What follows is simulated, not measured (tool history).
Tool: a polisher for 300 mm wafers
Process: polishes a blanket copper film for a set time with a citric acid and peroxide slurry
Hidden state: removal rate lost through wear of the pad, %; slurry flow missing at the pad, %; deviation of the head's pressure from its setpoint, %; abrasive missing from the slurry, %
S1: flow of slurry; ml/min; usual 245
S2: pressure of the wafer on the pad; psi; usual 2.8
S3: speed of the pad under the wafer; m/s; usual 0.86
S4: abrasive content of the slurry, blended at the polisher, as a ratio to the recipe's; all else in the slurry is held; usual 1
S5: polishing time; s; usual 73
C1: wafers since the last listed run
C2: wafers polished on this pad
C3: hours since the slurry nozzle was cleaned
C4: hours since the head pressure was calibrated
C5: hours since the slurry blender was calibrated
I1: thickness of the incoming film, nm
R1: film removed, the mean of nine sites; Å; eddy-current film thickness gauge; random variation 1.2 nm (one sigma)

{"run": 1, "hour": 0.0, "S1": 245, "S2": 2.8, "S3": 0.86, "S4": 0.9, "S5": 73, "C1": 0, "C2": 1983, "C3": 261.2, "C4": 583.5, "C5": 287, "I1": 1191.4, "R1": 1254}
{"run": 2, "hour": 32.9, "S1": 245, "S2": 2.8, "S3": 0.86, "S4": 1, "S5": 73, "C1": 363, "C2": 2346, "C3": 294.1, "C4": 616.4, "C5": 319.9, "I1": 1209.6, "R1": 1272}
{"hour": 64.0, "done": "worn pad replaced by a new one"}
{"run": 3, "hour": 64.5, "S1": 245, "S2": 2.8, "S3": 0.86, "S4": 1, "S5": 73, "C1": 305, "C2": 5, "C3": 325.7, "C4": 648, "C5": 351.5, "I1": 1185.9, "R1": 1375}
{"hour": 100.1, "done": "slurry blender recalibrated"}
{"hour": 146.6, "done": "slurry nozzle cleaned"}
{"run": 4, "hour": 194.9, "S1": 245, "S2": 2.8, "S3": 0.86, "S4": 1, "S5": 92, "C1": 1408, "C2": 1413, "C3": 48.3, "C4": 778.4, "C5": 94.8, "I1": 1184.8, "R1": 1760}
{"hour": 333.5, "done": "worn pad replaced by a new one"}
{"run": 5, "hour": 361.0, "S1": 245, "S2": 2.1, "S3": 0.86, "S4": 1, "S5": 73, "C1": 1791, "C2": 303, "C3": 214.4, "C4": 944.5, "C5": 260.9, "I1": 1200.5, "R1": 1057}
{"run": 6, "hour": 412.3, "S1": 245, "S2": 2.1, "S3": 0.86, "S4": 1, "S5": 73, "C1": 567, "C2": 870, "C3": 265.7, "C4": 995.8, "C5": 312.2, "I1": 1172.2, "R1": 1012}
{"hour": 442.0, "done": "slurry blender recalibrated"}
{"hour": 475.8, "done": "slurry nozzle cleaned"}
{"run": 7, "hour": 535.5, "S1": 245, "S2": 2.8, "S3": 0.86, "S4": 1, "S5": 73, "C1": 1328, "C2": 2199, "C3": 59.7, "C4": 1119, "C5": 93.5, "I1": 1178.2, "R1": 1363}
{"hour": 542.0, "done": "worn pad replaced by a new one"}
{"run": 8, "hour": 586.4, "S1": 245, "S2": 2.8, "S3": 0.86, "S4": 1, "S5": 73, "C1": 518, "C2": 490, "C3": 110.6, "C4": 1169.9, "C5": 144.4, "I1": 1195.3, "R1": 1389}
{"run": 9, "hour": 626.9, "S1": 245, "S2": 2.8, "S3": 0.86, "S4": 1, "S5": 73, "C1": 447, "C2": 938, "C3": 151.1, "C4": 1210.4, "C5": 184.9, "I1": 1192, "R1": 1337}
{"run": 10, "hour": 679.7, "S1": 245, "S2": 2.8, "S3": 0.86, "S4": 1, "S5": 73, "C1": 583, "C2": 1521, "C3": 203.9, "C4": 1263.2, "C5": 237.7, "I1": 1174.7, "R1": 1301}
{"run": 11, "hour": 713.5, "S1": 245, "S2": 2.8, "S3": 0.86, "S4": 1, "S5": 73, "C1": 373, "C2": 1895, "C3": 237.7, "C4": 1297, "C5": 271.5, "I1": 1180.7, "R1": 1294}
{"hour": 725.3, "done": "head pressure recalibrated"}
{"run": 12, "hour": 764.2, "S1": 245, "S2": 1.8, "S3": 0.98, "S4": 0.85, "S5": 73, "C1": 538, "C2": 2433, "C3": 288.4, "C4": 38.9, "C5": 322.2, "I1": 1174.3, "R1": 917}
{"hour": 797.8, "done": "slurry nozzle cleaned"}
{"hour": 805.4, "done": "worn pad replaced by a new one"}
{"run": 13, "hour": 826.4, "S1": 245, "S2": 2, "S3": 0.86, "S4": 1, "S5": 59, "C1": 632, "C2": 232, "C3": 28.6, "C4": 101.1, "C5": 384.4, "I1": 1178, "R1": 889}
{"hour": 857.1, "done": "slurry blender recalibrated"}
{"run": 14, "hour": 866.0, "S1": 180, "S2": 3.7, "S3": 0.86, "S4": 1.15, "S5": 73, "C1": 415, "C2": 648, "C3": 68.2, "C4": 140.7, "C5": 8.9, "I1": 1189.6, "R1": 1823}
{"run": 15, "hour": 914.9, "S1": 245, "S2": 2.8, "S3": 0.86, "S4": 1, "S5": 73, "C1": 540, "C2": 1188, "C3": 117.1, "C4": 189.6, "C5": 57.8, "I1": 1187.7, "R1": 1365}
{"run": 16, "hour": 950.2, "S1": 245, "S2": 2.8, "S3": 0.86, "S4": 1, "S5": 80, "C1": 390, "C2": 1578, "C3": 152.4, "C4": 224.9, "C5": 93.1, "I1": 1184.9, "R1": 1485}
{"run": 17, "hour": 983.2, "S1": 245, "S2": 2.8, "S3": 0.86, "S4": 1, "S5": 73, "C1": 364, "C2": 1943, "C3": 185.4, "C4": 257.9, "C5": 126.1, "I1": 1217, "R1": 1331}
{"run": 18, "hour": 1031.3, "S1": 245, "S2": 2.8, "S3": 0.86, "S4": 1, "S5": 92, "C1": 531, "C2": 2475, "C3": 233.5, "C4": 306, "C5": 174.2, "I1": 1173.4, "R1": 1660}
{"hour": 1071.5, "done": "worn pad replaced by a new one"}
{"run": 19, "hour": 1095.2, "S1": 245, "S2": 2.8, "S3": 0.86, "S4": 1, "S5": 73, "C1": 662, "C2": 261, "C3": 297.4, "C4": 369.9, "C5": 238.1, "I1": 1163.1, "R1": 1381}
{"run": 20, "hour": 1137.8, "S1": 245, "S2": 2.8, "S3": 1.1, "S4": 1, "S5": 85, "C1": 470, "C2": 732, "C3": 340, "C4": 412.5, "C5": 280.7, "I1": 1187.1, "R1": 2005}
{"run": 21, "hour": 1168.8, "S1": 290, "S2": 2.8, "S3": 1.12, "S4": 0.8, "S5": 73, "C1": 342, "C2": 1075, "C3": 371, "C4": 443.5, "C5": 311.7, "I1": 1198, "R1": 1699}
{"run": 22, "hour": 1201.4, "S1": 245, "S2": 3.6, "S3": 0.86, "S4": 1.2, "S5": 73, "C1": 360, "C2": 1435, "C3": 403.6, "C4": 476.1, "C5": 344.3, "I1": 1176.8, "R1": 1704}

3 ways to go on from here, each from the tool as it stands after run 22. What would each give?
{"run": "A", "hour": 1201.9, "S1": 245, "S2": 3.6, "S3": 0.86, "S4": 1, "S5": 73, "C1": 5, "C2": 1441, "C3": 404.1, "C4": 476.6, "C5": 344.8, "I1": 1191, "R1": "?"}
{"run": "B", "hour": 1201.9, "S1": 245, "S2": 2.8, "S3": 0.86, "S4": 1, "S5": 66, "C1": 5, "C2": 1441, "C3": 404.1, "C4": 476.6, "C5": 344.8, "I1": 1191, "R1": "?"}
{"run": "C", "hour": 1201.9, "S1": 245, "S2": 2.1, "S3": 0.6, "S4": 1.1, "S5": 81, "C1": 5, "C2": 1441, "C3": 404.1, "C4": 476.6, "C5": 344.8, "I1": 1191, "R1": "?"}

run=A R1=1650
run=B R1=1168
run=C R1=781
Without the tool's hidden state the same runs would have given:
run=A R1=1962
run=B R1=1389
run=C R1=928
